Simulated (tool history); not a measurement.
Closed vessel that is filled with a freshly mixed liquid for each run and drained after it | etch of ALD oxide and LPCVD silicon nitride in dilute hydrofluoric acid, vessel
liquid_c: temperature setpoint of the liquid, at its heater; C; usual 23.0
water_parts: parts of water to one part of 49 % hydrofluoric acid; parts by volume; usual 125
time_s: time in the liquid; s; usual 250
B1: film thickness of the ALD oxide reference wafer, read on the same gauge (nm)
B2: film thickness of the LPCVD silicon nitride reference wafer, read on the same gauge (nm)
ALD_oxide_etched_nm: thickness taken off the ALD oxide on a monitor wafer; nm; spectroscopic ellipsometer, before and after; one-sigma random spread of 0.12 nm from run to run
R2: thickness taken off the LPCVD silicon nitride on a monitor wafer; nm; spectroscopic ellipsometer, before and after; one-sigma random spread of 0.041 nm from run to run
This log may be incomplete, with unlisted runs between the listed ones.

Run 1, hour 0.0: usual settings; B1 110.00; B2 139.975. Result: ALD_oxide_etched_nm 26.55 nm, R2 1.053 nm.
Run 2, hour 7.2: usual settings; B1 109.98; B2 140.007. Result: ALD_oxide_etched_nm 26.56 nm, R2 1.160 nm.
Run 3, hour 13.4: usual settings; B1 110.01; B2 140.016. Result: ALD_oxide_etched_nm 26.83 nm, R2 1.087 nm.
Run 4, hour 27.7: usual settings but liquid_c 20.5 C; B1 110.03; B2 140.025. Result: ALD_oxide_etched_nm 24.24 nm, R2 0.854 nm.
Run 5, hour 39.6: usual settings but liquid_c 20.5 C; B1 109.98; B2 139.991. Result: ALD_oxide_etched_nm 24.09 nm, R2 0.922 nm.
Run 6, hour 49.0: usual settings but liquid_c 20.5 C; B1 109.99; B2 140.040. Result: ALD_oxide_etched_nm 24.17 nm, R2 0.873 nm.
Run 7, hour 66.9: usual settings; B1 110.03; B2 139.997. Result: ALD_oxide_etched_nm 26.90 nm, R2 1.073 nm.
At hour 80.5: gauge calibrated.
Run 8, hour 91.7: usual settings; B1 110.04; B2 139.975. Result: ALD_oxide_etched_nm 27.07 nm, R2 1.169 nm.
Run 9, hour 98.8: usual settings; B1 110.00; B2 139.975. Result: ALD_oxide_etched_nm 26.91 nm, R2 1.035 nm.
At hour 120.3: hydrofluoric acid flow meter replaced.
Run 10, hour 146.9: usual settings but water_parts 180 parts by volume; B1 110.03; B2 139.957. Result: ALD_oxide_etched_nm 15.68 nm, R2 0.641 nm.
At hour 158.8: thermometer replaced.
Run 11, hour 164.8: usual settings; B1 110.01; B2 139.999. Result: ALD_oxide_etched_nm 23.97 nm, R2 0.996 nm.
Run 12, hour 182.3: usual settings but water_parts 70 parts by volume, time_s 380 s; B1 109.99; B2 139.970. Result: ALD_oxide_etched_nm 70.29 nm, R2 2.885 nm.
Run 13, hour 194.6: usual settings; B1 110.03; B2 139.974. Result: ALD_oxide_etched_nm 24.28 nm, R2 0.966 nm.

What does the tool deliver on the next run?
Run 14, hour 206.0: usual settings but water_parts 170 parts by volume; B1 ?; B2 ?. Result: ALD_oxide_etched_nm ?, R2 ?.

{"run 14": {"B1": 110.0, "B2": 140.038, "ALD_oxide_etched_nm": 17.01, "R2": 0.757}}
Had the tool carried no hidden state, the very same run would have given ALD_oxide_etched_nm 16.79 nm, R2 0.749 nm.

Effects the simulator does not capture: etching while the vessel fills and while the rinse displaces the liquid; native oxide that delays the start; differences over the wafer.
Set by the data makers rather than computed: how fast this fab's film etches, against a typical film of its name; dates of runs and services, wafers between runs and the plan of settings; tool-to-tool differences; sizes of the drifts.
